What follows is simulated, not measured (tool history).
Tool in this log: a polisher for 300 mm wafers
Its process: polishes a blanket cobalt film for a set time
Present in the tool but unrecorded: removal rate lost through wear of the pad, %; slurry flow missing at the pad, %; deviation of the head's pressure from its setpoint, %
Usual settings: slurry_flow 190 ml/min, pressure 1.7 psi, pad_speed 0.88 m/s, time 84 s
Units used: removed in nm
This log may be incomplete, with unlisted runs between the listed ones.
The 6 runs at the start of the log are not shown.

run    hour  slurry_flow  pressure  pad_speed  time  wafers since the last listed run  wafers polished on this pad  hours since the slurry nozzle was cleaned  hours since the head pressure was calibrated  incoming thickness of the incoming film, nm  removed
  7   232.3          190       1.7       0.88    84                               326                         1588                                      355.0                                         381.1                                       1194.2    327.9
  8   274.4          190       1.7       0.88    84                               558                         2147                                      397.1                                         423.2                                       1171.3    316.3
  9   322.3          190       1.7       0.88    84                               635                         2783                                      445.0                                         471.1                                       1202.9    316.1
      336.8  -- slurry nozzle cleaned
 10   352.5          190       1.7       0.88    84                               387                         3171                                       15.7                                         501.3                                       1174.6    327.7
 11   406.5          190       1.7       0.88    84                               716                         3888                                       69.7                                         555.3                                       1191.0    326.6
 12   455.8          190       1.7       0.88    84                               654                         4542                                      119.0                                         604.6                                       1187.9    322.5
 13   516.6          190       1.7       0.88    84                               807                         5349                                      179.8                                         665.4                                       1198.2    318.2
 14   571.7          210       1.7       0.88   110                               731                         6081                                      234.9                                         720.5                                       1185.8    414.1
 15   601.5          190       1.1       0.88    84                               395                         6476                                      264.7                                         750.3                                       1194.2    200.9
 16   633.2          190       1.7       0.88    84                               420                         6897                                      296.4                                         782.0                                       1184.0    303.6
      653.6  -- worn pad replaced by a new one
 17   683.6          190       1.7       0.88    84                               615                          397                                      346.8                                         832.4                                       1204.2    327.0
 18   712.2          155       1.7       0.80    84                               379                          777                                      375.4                                         861.0                                       1200.8    287.9
 19   764.3          210       1.7       0.88   110                               691                         1469                                      427.5                                         913.1                                       1193.9    426.3
      861.3  -- slurry nozzle cleaned
 20   884.3          190       1.7       0.88    93                              1579                         3048                                       23.0                                        1033.1                                       1202.7    364.0
 21   944.2          190       1.7       0.88    84                               795                         3844                                       82.9                                        1093.0                                       1192.0    329.4
      967.2  -- head pressure recalibrated
 22  1007.2          190       1.7       0.88   107                               809                         4653                                      145.9                                          40.0                                       1182.7    412.1
 23  1032.8          245       2.2       1.16    68                               339                         4993                                      171.5                                          65.6                                       1181.5    458.2
 24  1077.9          190       1.7       0.88    84                               598                         5592                                      216.6                                         110.7                                       1194.1    320.3
 25  1139.9          190       1.7       0.64    95                               823                         6415                                      278.6                                         172.7                                       1182.8    256.0
     1163.7  -- worn pad replaced by a new one
 26  1198.2          190       1.7       0.88    84                               720                          458                                      336.9                                         231.0                                       1186.8    325.6
 27  1222.5          190       1.9       0.98    84                               322                          780                                      361.2                                         255.3                                       1169.7    404.6
 28  1259.3          130       2.3       0.88    72                               488                         1269                                      398.0                                         292.1                                       1212.2    350.3
     1261.8  -- slurry nozzle cleaned
 29  1284.9          190       1.7       0.88    84                               326                         1595                                       23.1                                         317.7                                       1194.8    335.4
 30  1352.0          130       1.3       1.08   102                               890                         2486                                       90.2                                         384.8                                       1176.4    362.0

Run 31 has not been measured yet. What should we expect?
 31  1418.2          240       1.7       0.58    84                               878                         3365                                      156.4                                         451.0                                       1190.5        ?

{"run 31": {"removed": 220.2}}
If the tool had no hidden condition, the same run with the same run-to-run variation would have returned removed 226.6 nm.

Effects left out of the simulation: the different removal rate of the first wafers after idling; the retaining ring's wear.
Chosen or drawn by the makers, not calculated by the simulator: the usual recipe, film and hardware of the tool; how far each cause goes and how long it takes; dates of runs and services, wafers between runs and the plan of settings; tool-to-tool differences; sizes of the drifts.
